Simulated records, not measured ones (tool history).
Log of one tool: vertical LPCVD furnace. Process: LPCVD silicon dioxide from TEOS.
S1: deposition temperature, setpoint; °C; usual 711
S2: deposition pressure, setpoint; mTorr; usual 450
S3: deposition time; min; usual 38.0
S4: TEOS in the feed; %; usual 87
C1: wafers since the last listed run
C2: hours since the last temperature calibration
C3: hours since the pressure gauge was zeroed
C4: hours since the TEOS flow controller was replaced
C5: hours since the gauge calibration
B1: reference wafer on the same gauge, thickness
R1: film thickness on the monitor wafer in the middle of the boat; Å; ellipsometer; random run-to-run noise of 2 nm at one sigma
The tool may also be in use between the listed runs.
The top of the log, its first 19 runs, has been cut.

{"run": 20, "hour": 1454.9, "S1": 711, "S2": 355, "S3": 38.0, "S4": 87, "C1": 1382, "C2": 300.5, "C3": 290.7, "C4": 1120.8, "C5": 320.1, "B1": 566.3, "R1": 4775.9}
{"run": 21, "hour": 1521.3, "S1": 711, "S2": 450, "S3": 38.0, "S4": 87, "C1": 1330, "C2": 366.9, "C3": 357.1, "C4": 1187.2, "C5": 386.5, "B1": 565.5, "R1": 5279.1}
{"run": 22, "hour": 1615.7, "S1": 711, "S2": 405, "S3": 26.5, "S4": 87, "C1": 1891, "C2": 461.3, "C3": 451.5, "C4": 1281.6, "C5": 480.9, "B1": 565.5, "R1": 3524.7}
{"hour": 1710.0, "done": "pressure gauge zeroed, repeated, since the last time left the tool worse"}
{"run": 23, "hour": 1710.5, "S1": 711, "S2": 450, "S3": 38.0, "S4": 87, "C1": 1418, "C2": 556.1, "C3": 0.5, "C4": 1376.4, "C5": 575.7, "B1": 564.85, "R1": 5151.5}
{"run": 24, "hour": 1789.3, "S1": 711, "S2": 450, "S3": 38.0, "S4": 87, "C1": 1578, "C2": 634.9, "C3": 79.3, "C4": 1455.2, "C5": 654.5, "B1": 566.3, "R1": 5136.6}
{"run": 25, "hour": 1891.8, "S1": 722, "S2": 405, "S3": 46.0, "S4": 97, "C1": 2053, "C2": 737.4, "C3": 181.8, "C4": 1557.7, "C5": 757.0, "B1": 565.42, "R1": 7969.2}
{"run": 26, "hour": 1968.1, "S1": 711, "S2": 450, "S3": 38.0, "S4": 87, "C1": 1528, "C2": 813.7, "C3": 258.1, "C4": 1634.0, "C5": 833.3, "B1": 564.75, "R1": 5188.4}
{"run": 27, "hour": 2056.0, "S1": 704, "S2": 480, "S3": 38.0, "S4": 87, "C1": 1760, "C2": 901.6, "C3": 346.0, "C4": 1721.9, "C5": 921.2, "B1": 565.06, "R1": 4522.9}
{"run": 28, "hour": 2154.9, "S1": 700, "S2": 515, "S3": 38.0, "S4": 78, "C1": 1981, "C2": 1000.5, "C3": 444.9, "C4": 1820.8, "C5": 1020.1, "B1": 565.04, "R1": 4042.2}
{"run": 29, "hour": 2193.5, "S1": 711, "S2": 450, "S3": 38.0, "S4": 74, "C1": 773, "C2": 1039.1, "C3": 483.5, "C4": 1859.4, "C5": 1058.7, "B1": 564.98, "R1": 4752.3}
{"run": 30, "hour": 2256.5, "S1": 715, "S2": 525, "S3": 32.5, "S4": 97, "C1": 1262, "C2": 1102.1, "C3": 546.5, "C4": 1922.4, "C5": 1121.7, "B1": 564.16, "R1": 5514.0}
{"run": 31, "hour": 2363.0, "S1": 711, "S2": 560, "S3": 38.0, "S4": 94, "C1": 2133, "C2": 1208.6, "C3": 653.0, "C4": 2028.9, "C5": 1228.2, "B1": 564.91, "R1": 6004.2}
{"run": 32, "hour": 2414.6, "S1": 706, "S2": 450, "S3": 51.5, "S4": 87, "C1": 1033, "C2": 1260.2, "C3": 704.6, "C4": 2080.5, "C5": 1279.8, "B1": 565.67, "R1": 6231.6}

Each row is a separate what-if for the run after 32, all from the same tool condition, not one after another. Results?
{"run": "A", "hour": 2419.1, "S1": 711, "S2": 450, "S3": 38.0, "S4": 87, "C1": 90, "C2": 1264.7, "C3": 709.1, "C4": 2085.0, "C5": 1284.3, "B1": "?", "R1": "?"}
{"run": "B", "hour": 2419.1, "S1": 711, "S2": 420, "S3": 38.0, "S4": 87, "C1": 90, "C2": 1264.7, "C3": 709.1, "C4": 2085.0, "C5": 1284.3, "B1": "?", "R1": "?"}
{"run": "C", "hour": 2419.1, "S1": 711, "S2": 450, "S3": 45.0, "S4": 87, "C1": 90, "C2": 1264.7, "C3": 709.1, "C4": 2085.0, "C5": 1284.3, "B1": "?", "R1": "?"}

run=A B1=564.77 R1=5144.6
run=B B1=564.77 R1=4970.0
run=C B1=564.77 R1=6092.3
Had the tool no hidden state, the same runs would have come out as:
run=A R1=5147.4
run=B R1=4972.9
run=C R1=6095.7

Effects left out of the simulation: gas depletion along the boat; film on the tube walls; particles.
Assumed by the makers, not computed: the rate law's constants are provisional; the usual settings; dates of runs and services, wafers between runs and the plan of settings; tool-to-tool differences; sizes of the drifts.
